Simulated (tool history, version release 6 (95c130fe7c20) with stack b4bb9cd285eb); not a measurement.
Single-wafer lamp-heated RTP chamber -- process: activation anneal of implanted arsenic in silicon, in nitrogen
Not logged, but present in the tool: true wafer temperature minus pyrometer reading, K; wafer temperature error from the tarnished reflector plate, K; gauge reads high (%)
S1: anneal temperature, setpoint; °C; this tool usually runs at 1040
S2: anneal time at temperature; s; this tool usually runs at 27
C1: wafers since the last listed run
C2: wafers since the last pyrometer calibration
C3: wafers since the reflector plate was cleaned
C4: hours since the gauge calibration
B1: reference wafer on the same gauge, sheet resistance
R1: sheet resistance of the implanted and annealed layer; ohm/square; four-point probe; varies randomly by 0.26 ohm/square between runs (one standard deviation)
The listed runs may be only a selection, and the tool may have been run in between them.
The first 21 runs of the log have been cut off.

run	hour	S1	S2	C1	C2	C3	C4	B1	R1
22	950.9	1026	20	298	1119	6443	1021.4	96.31	93.44
23	1003.6	1021	18	597	1716	7041	1074.1	96.31	95.26
# hour 1023.4: gauge calibrated
24	1045.1	1065	27	470	2187	7511	21.7	96.41	77.21
25	1071.1	1021	39	294	2482	7806	47.7	96.25	85.84
# hour 1117.2: reflector plate cleaned
26	1139.4	1040	27	683	3166	252	116	96.41	83.69
# hour 1149.2: pyrometer window cleaned and pyrometer calibrated
27	1206.5	1059	19	670	649	922	183.1	96.34	83.86
28	1244.2	1069	38	427	1077	1349	220.8	96.28	73.29
29	1313.5	1022	13	785	1863	2135	290.1	96.34	98.84
30	1357.5	1040	27	499	2362	2634	334.1	96.21	84.51
31	1383.2	1067	14	291	2653	2926	359.8	96.23	84.31
32	1415	1059	19	360	3014	3286	391.6	96.27	83.06
# hour 1464.4: pyrometer window cleaned and pyrometer calibrated
33	1464.9	1030	37	475	5	3762	441.5	96.38	85.66

Run 34 is up next; what results do you expect?
34	1491.4	1040	27	300	305	4062	468	?	?

{"run 34": {"B1": 96.33, "R1": 85.94}}
Minus the tool's unlogged condition, the same run would have read R1 86.24 ohm/square.
